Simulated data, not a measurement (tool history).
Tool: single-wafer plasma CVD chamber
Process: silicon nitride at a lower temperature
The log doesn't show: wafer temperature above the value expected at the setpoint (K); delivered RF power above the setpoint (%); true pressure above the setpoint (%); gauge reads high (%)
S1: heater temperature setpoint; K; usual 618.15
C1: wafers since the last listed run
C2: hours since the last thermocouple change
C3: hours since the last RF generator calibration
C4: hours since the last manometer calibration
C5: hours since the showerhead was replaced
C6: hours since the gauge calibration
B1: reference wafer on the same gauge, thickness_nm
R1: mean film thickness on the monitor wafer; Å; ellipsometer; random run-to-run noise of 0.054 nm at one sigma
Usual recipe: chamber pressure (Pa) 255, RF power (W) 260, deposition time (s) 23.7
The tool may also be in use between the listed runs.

run 1 hour=0.0 | S1=618.15 chamber_pressure_(Pa)=255 RF_power_(W)=260 deposition_time_(s)=23.7 | C1=0 C2=2089.2 C3=222.2 C4=2430.3 C5=71.1 C6=1759.2 | B1=28.811 | R1=268.24
-- hour=32.9 thermocouple changed; heater temperature recalibrated
run 2 hour=39.8 | S1=618.15 chamber_pressure_(Pa)=255 RF_power_(W)=260 deposition_time_(s)=23.7 | C1=488 C2=6.9 C3=262.0 C4=2470.1 C5=110.9 C6=1799.0 | B1=28.811 | R1=268.92
-- hour=97.2 capacitance manometer re-zeroed and calibrated
run 3 hour=121.4 | S1=618.15 chamber_pressure_(Pa)=255 RF_power_(W)=260 deposition_time_(s)=23.7 | C1=1130 C2=88.5 C3=343.6 C4=24.2 C5=192.5 C6=1880.6 | B1=28.833 | R1=268.35
run 4 hour=211.2 | S1=618.15 chamber_pressure_(Pa)=255 RF_power_(W)=235 deposition_time_(s)=23.7 | C1=1379 C2=178.3 C3=433.4 C4=114.0 C5=282.3 C6=1970.4 | B1=28.813 | R1=254.61
run 5 hour=257.5 | S1=618.15 chamber_pressure_(Pa)=255 RF_power_(W)=260 deposition_time_(s)=23.7 | C1=711 C2=224.6 C3=479.7 C4=160.3 C5=328.6 C6=2016.7 | B1=28.788 | R1=268.58
run 6 hour=363.3 | S1=618.15 chamber_pressure_(Pa)=255 RF_power_(W)=260 deposition_time_(s)=23.7 | C1=1625 C2=330.4 C3=585.5 C4=266.1 C5=434.4 C6=2122.5 | B1=28.790 | R1=268.08
-- hour=366.2 gauge calibrated
run 7 hour=470.4 | S1=618.15 chamber_pressure_(Pa)=255 RF_power_(W)=260 deposition_time_(s)=23.7 | C1=1645 C2=437.5 C3=692.6 C4=373.2 C5=541.5 C6=104.2 | B1=28.775 | R1=268.53
run 8 hour=531.0 | S1=629.15 chamber_pressure_(Pa)=255 RF_power_(W)=260 deposition_time_(s)=23.7 | C1=930 C2=498.1 C3=753.2 C4=433.8 C5=602.1 C6=164.8 | B1=28.812 | R1=266.87
run 9 hour=637.1 | S1=606.15 chamber_pressure_(Pa)=217 RF_power_(W)=240 deposition_time_(s)=23.7 | C1=1629 C2=604.2 C3=859.3 C4=539.9 C5=708.2 C6=270.9 | B1=28.795 | R1=247.18
run 10 hour=725.8 | S1=618.15 chamber_pressure_(Pa)=207 RF_power_(W)=260 deposition_time_(s)=20.7 | C1=1362 C2=692.9 C3=948.0 C4=628.6 C5=796.9 C6=359.6 | B1=28.806 | R1=220.82
run 11 hour=806.3 | S1=623.15 chamber_pressure_(Pa)=255 RF_power_(W)=260 deposition_time_(s)=19.5 | C1=1236 C2=773.4 C3=1028.5 C4=709.1 C5=877.4 C6=440.1 | B1=28.807 | R1=220.63
run 12 hour=878.9 | S1=618.15 chamber_pressure_(Pa)=255 RF_power_(W)=260 deposition_time_(s)=23.7 | C1=1115 C2=846.0 C3=1101.1 C4=781.7 C5=950.0 C6=512.7 | B1=28.799 | R1=267.96
run 13 hour=946.2 | S1=618.15 chamber_pressure_(Pa)=255 RF_power_(W)=260 deposition_time_(s)=23.7 | C1=1033 C2=913.3 C3=1168.4 C4=849.0 C5=1017.3 C6=580.0 | B1=28.815 | R1=267.92
run 14 hour=1006.2 | S1=604.15 chamber_pressure_(Pa)=255 RF_power_(W)=260 deposition_time_(s)=23.7 | C1=921 C2=973.3 C3=1228.4 C4=909.0 C5=1077.3 C6=640.0 | B1=28.805 | R1=270.11
run 15 hour=1081.5 | S1=618.15 chamber_pressure_(Pa)=281 RF_power_(W)=260 deposition_time_(s)=20.3 | C1=1156 C2=1048.6 C3=1303.7 C4=984.3 C5=1152.6 C6=715.3 | B1=28.800 | R1=236.32
run 16 hour=1132.2 | S1=618.15 chamber_pressure_(Pa)=255 RF_power_(W)=260 deposition_time_(s)=22.1 | C1=778 C2=1099.3 C3=1354.4 C4=1035.0 C5=1203.3 C6=766.0 | B1=28.778 | R1=250.38
run 17 hour=1209.6 | S1=610.15 chamber_pressure_(Pa)=239 RF_power_(W)=295 deposition_time_(s)=21.2 | C1=1188 C2=1176.7 C3=1431.8 C4=1112.4 C5=1280.7 C6=843.4 | B1=28.825 | R1=251.82
run 18 hour=1274.3 | S1=618.15 chamber_pressure_(Pa)=255 RF_power_(W)=260 deposition_time_(s)=23.7 | C1=993 C2=1241.4 C3=1496.5 C4=1177.1 C5=1345.4 C6=908.1 | B1=28.806 | R1=268.28
-- hour=1303.0 RF generator calibrated
run 19 hour=1319.0 | S1=618.15 chamber_pressure_(Pa)=255 RF_power_(W)=260 deposition_time_(s)=23.7 | C1=563 C2=1286.1 C3=16.0 C4=1221.8 C5=1390.1 C6=952.8 | B1=28.802 | R1=267.99
run 20 hour=1423.7 | S1=618.15 chamber_pressure_(Pa)=204 RF_power_(W)=260 deposition_time_(s)=20.3 | C1=1608 C2=1390.8 C3=120.7 C4=1326.5 C5=1494.8 C6=1057.5 | B1=28.793 | R1=216.77
run 21 hour=1488.0 | S1=618.15 chamber_pressure_(Pa)=255 RF_power_(W)=285 deposition_time_(s)=28.0 | C1=987 C2=1455.1 C3=185.0 C4=1390.8 C5=1559.1 C6=1121.8 | B1=28.816 | R1=331.01
run 22 hour=1528.3 | S1=618.15 chamber_pressure_(Pa)=255 RF_power_(W)=235 deposition_time_(s)=19.0 | C1=619 C2=1495.4 C3=225.3 C4=1431.1 C5=1599.4 C6=1162.1 | B1=28.795 | R1=204.34
run 23 hour=1624.5 | S1=626.15 chamber_pressure_(Pa)=199 RF_power_(W)=210 deposition_time_(s)=19.5 | C1=1477 C2=1591.6 C3=321.5 C4=1527.3 C5=1695.6 C6=1258.3 | B1=28.822 | R1=184.14
run 24 hour=1707.2 | S1=618.15 chamber_pressure_(Pa)=255 RF_power_(W)=285 deposition_time_(s)=23.7 | C1=1270 C2=1674.3 C3=404.2 C4=1610.0 C5=1778.3 C6=1341.0 | B1=28.780 | R1=280.89
run 25 hour=1796.3 | S1=625.15 chamber_pressure_(Pa)=301 RF_power_(W)=290 deposition_time_(s)=19.7 | C1=1368 C2=1763.4 C3=493.3 C4=1699.1 C5=1867.4 C6=1430.1 | B1=28.812 | R1=245.15
run 26 hour=1868.4 | S1=618.15 chamber_pressure_(Pa)=255 RF_power_(W)=260 deposition_time_(s)=21.7 | C1=1107 C2=1835.5 C3=565.4 C4=1771.2 C5=1939.5 C6=1502.2 | B1=28.788 | R1=245.92
run 27 hour=1937.5 | S1=618.15 chamber_pressure_(Pa)=255 RF_power_(W)=260 deposition_time_(s)=23.7 | C1=1061 C2=1904.6 C3=634.5 C4=1840.3 C5=2008.6 C6=1571.3 | B1=28.792 | R1=269.57
run 28 hour=2022.8 | S1=607.15 chamber_pressure_(Pa)=255 RF_power_(W)=300 deposition_time_(s)=23.7 | C1=1310 C2=1989.9 C3=719.8 C4=1925.6 C5=2093.9 C6=1656.6 | B1=28.801 | R1=288.30

Consider 5 possible next runs. They are alternatives, not a sequence: every one starts from the tool as it was left by run 28. What does each give?
run A hour=2023.2 | S1=618.15 chamber_pressure_(Pa)=255 RF_power_(W)=260 deposition_time_(s)=23.7 | C1=6 C2=1990.3 C3=720.2 C4=1926.0 C5=2094.3 C6=1657.0 | B1=? | R1=?
run B hour=2023.2 | S1=618.15 chamber_pressure_(Pa)=205 RF_power_(W)=220 deposition_time_(s)=23.7 | C1=6 C2=1990.3 C3=720.2 C4=1926.0 C5=2094.3 C6=1657.0 | B1=? | R1=?
run C hour=2023.2 | S1=633.15 chamber_pressure_(Pa)=255 RF_power_(W)=260 deposition_time_(s)=20.9 | C1=6 C2=1990.3 C3=720.2 C4=1926.0 C5=2094.3 C6=1657.0 | B1=? | R1=?
run D hour=2023.2 | S1=631.15 chamber_pressure_(Pa)=316 RF_power_(W)=245 deposition_time_(s)=22.1 | C1=6 C2=1990.3 C3=720.2 C4=1926.0 C5=2094.3 C6=1657.0 | B1=? | R1=?
run E hour=2023.2 | S1=630.15 chamber_pressure_(Pa)=255 RF_power_(W)=260 deposition_time_(s)=23.7 | C1=6 C2=1990.3 C3=720.2 C4=1926.0 C5=2094.3 C6=1657.0 | B1=? | R1=?

run=A B1=28.817 R1=268.30
run=B B1=28.817 R1=232.18
run=C B1=28.817 R1=235.49
run=D B1=28.817 R1=255.74
run=E B1=28.817 R1=267.23
Had the tool no hidden state, the same runs would have come out as:
run=A R1=268.30
run=B R1=232.18
run=C R1=235.49
run=D R1=255.74
run=E R1=267.23
